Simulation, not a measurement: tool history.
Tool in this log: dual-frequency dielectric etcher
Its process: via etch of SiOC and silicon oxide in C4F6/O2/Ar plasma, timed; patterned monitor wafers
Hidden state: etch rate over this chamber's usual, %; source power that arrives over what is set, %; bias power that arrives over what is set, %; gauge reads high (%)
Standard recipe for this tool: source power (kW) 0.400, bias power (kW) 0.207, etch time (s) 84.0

run      day  source power (kW)  bias power (kW)  etch time (s)  wafers since the last listed run  hours since the last wet clean  hours since the last source power generator calibration  hours since the last bias power generator calibration  hours since the last upper electrode change  hours since the gauge calibration  read-back reference wafer on the same gauge, depth_nm  mean etch depth across the wafer (angstrom)
  1    0.000              0.400            0.207           84.0                                 0                           158.2                                                   1750.6                                                 2905.7                                       3672.7                              470.8                                                  104.1                                          995
  2    1.883              0.370            0.207           84.0                               436                           203.4                                                   1795.8                                                 2950.9                                       3717.9                              516.0                                                  104.1                                          978
  3    5.929              0.370            0.207           84.0                               937                           300.5                                                   1892.9                                                 3048.0                                       3815.0                              613.1                                                  104.1                                          977
  4    7.488              0.400            0.207           84.0                               360                           337.9                                                   1930.3                                                 3085.4                                       3852.4                              650.5                                                  104.2                                         1001
      11.646  -- wet clean of the chamber
  5   11.667              0.400            0.207           84.0                               736                             0.5                                                   2030.6                                                 3185.7                                       3952.7                              750.8                                                  104.1                                          999
  6   24.467              0.400            0.207           84.0                              2964                           307.7                                                   2337.8                                                 3492.9                                       4259.9                             1058.0                                                  104.1                                         1000
  7   25.996              0.400            0.221           84.0                               354                           344.4                                                   2374.5                                                 3529.6                                       4296.6                             1094.7                                                  104.1                                         1019
  8   28.088              0.400            0.221           84.0                               484                           394.6                                                   2424.7                                                 3579.8                                       4346.8                             1144.9                                                  104.1                                         1021
  9   32.121              0.400            0.221           84.0                               934                           491.4                                                   2521.5                                                 3676.6                                       4443.6                             1241.7                                                  104.0                                         1025
      32.767  -- source power generator calibrated
      33.679  -- wet clean of the chamber
 10   35.308              0.400            0.207           84.0                               488                            39.1                                                     61.0                                                 3753.1                                       4520.1                             1318.2                                                  104.1                                          993
 11   38.529              0.400            0.207           84.0                               746                           116.4                                                    138.3                                                 3830.4                                       4597.4                             1395.5                                                  104.0                                          989
      42.462  -- gauge calibrated
 12   43.717              0.400            0.207           69.0                              1201                           240.9                                                    262.8                                                 3954.9                                       4721.9                               30.1                                                  104.2                                          815
 13   48.100              0.400            0.207           84.0                              1015                           346.1                                                    368.0                                                 4060.1                                       4827.1                              135.3                                                  104.0                                          991
 14   49.667              0.400            0.207           84.0                               362                           383.7                                                    405.6                                                 4097.7                                       4864.7                              172.9                                                  104.2                                          996
      56.971  -- wet clean of the chamber
      59.188  -- bias power generator calibrated
 15   62.042              0.450            0.163           90.5                              2596                           121.7                                                    702.6                                                   68.5                                       5161.7                              469.9                                                  104.1                                         1019
      65.908  -- upper electrode replaced
 16   65.929              0.440            0.160           72.5                               668                           215.0                                                    795.9                                                  161.8                                          0.5                              563.2                                                  104.1                                          807
 17   68.721              0.310            0.170           63.0                               646                           282.0                                                    862.9                                                  228.8                                         67.5                              630.2                                                  104.1                                          655
 18   70.596              0.400            0.207          108.5                               434                           327.0                                                    907.9                                                  273.8                                        112.5                              675.2                                                  104.1                                         1290
 19   73.033              0.400            0.207           84.0                               564                           385.5                                                    966.4                                                  332.3                                        171.0                              733.7                                                  104.1                                          997
 20   76.475              0.400            0.207           84.0                               797                           468.1                                                   1049.0                                                  414.9                                        253.6                              816.3                                                  104.2                                          997
      78.062  -- wet clean of the chamber
 21   80.946              0.460            0.207           84.0                               803                            69.2                                                   1156.3                                                  522.2                                        360.9                              923.6                                                  104.2                                         1035
 22   83.700              0.340            0.169           96.5                               637                           135.3                                                   1222.4                                                  588.3                                        427.0                              989.7                                                  104.1                                         1027
 23   86.558              0.400            0.207           84.0                               662                           203.9                                                   1291.0                                                  656.9                                        495.6                             1058.3                                                  104.2                                         1003
 24   89.546              0.400            0.185           84.0                               691                           275.6                                                   1362.7                                                  728.6                                        567.3                             1130.0                                                  104.0                                          964
      90.871  -- gauge calibrated
 25   91.858              0.360            0.190           69.0                               535                           331.1                                                   1418.2                                                  784.1                                        622.8                               23.7                                                  104.1                                          775
 26   93.792              0.450            0.207           84.0                               447                           377.5                                                   1464.6                                                  830.5                                        669.2                               70.1                                                  104.2                                         1035
 27   98.000              0.480            0.207           93.0                               974                           478.5                                                   1565.6                                                  931.5                                        770.2                              171.1                                                  104.1                                         1166
      99.975  -- wet clean of the chamber
 28  101.938              0.330            0.193           62.5                               680                            47.1                                                   1660.1                                                 1026.0                                        864.7                              265.6                                                  104.1                                          693
 29  105.671              0.480            0.240          103.5                               864                           136.7                                                   1749.7                                                 1115.6                                        954.3                              355.2                                                  104.1                                         1362

Branching from run 29: 4 alternative next runs. What would each branch give?
  A  105.688              0.400            0.177           84.0                                 3                           137.1                                                   1750.1                                                 1116.0                                        954.7                              355.6                                                      ?                                            ?
  B  105.688              0.400            0.207           63.0                                 3                           137.1                                                   1750.1                                                 1116.0                                        954.7                              355.6                                                      ?                                            ?
  C  105.688              0.470            0.244           84.0                                 3                           137.1                                                   1750.1                                                 1116.0                                        954.7                              355.6                                                      ?                                            ?
  D  105.688              0.400            0.207           70.5                                 3                           137.1                                                   1750.1                                                 1116.0                                        954.7                              355.6                                                      ?                                            ?

run  read-back reference wafer on the same gauge, depth_nm  mean etch depth across the wafer (angstrom)
  A                                                  104.1                                          955
  B                                                  104.1                                          755
  C                                                  104.1                                         1113
  D                                                  104.1                                          845
Without the tool's hidden state the same runs would have given:
run  mean etch depth across the wafer (angstrom)
  A                                          941
  B                                          744
  C                                         1097
  D                                          833

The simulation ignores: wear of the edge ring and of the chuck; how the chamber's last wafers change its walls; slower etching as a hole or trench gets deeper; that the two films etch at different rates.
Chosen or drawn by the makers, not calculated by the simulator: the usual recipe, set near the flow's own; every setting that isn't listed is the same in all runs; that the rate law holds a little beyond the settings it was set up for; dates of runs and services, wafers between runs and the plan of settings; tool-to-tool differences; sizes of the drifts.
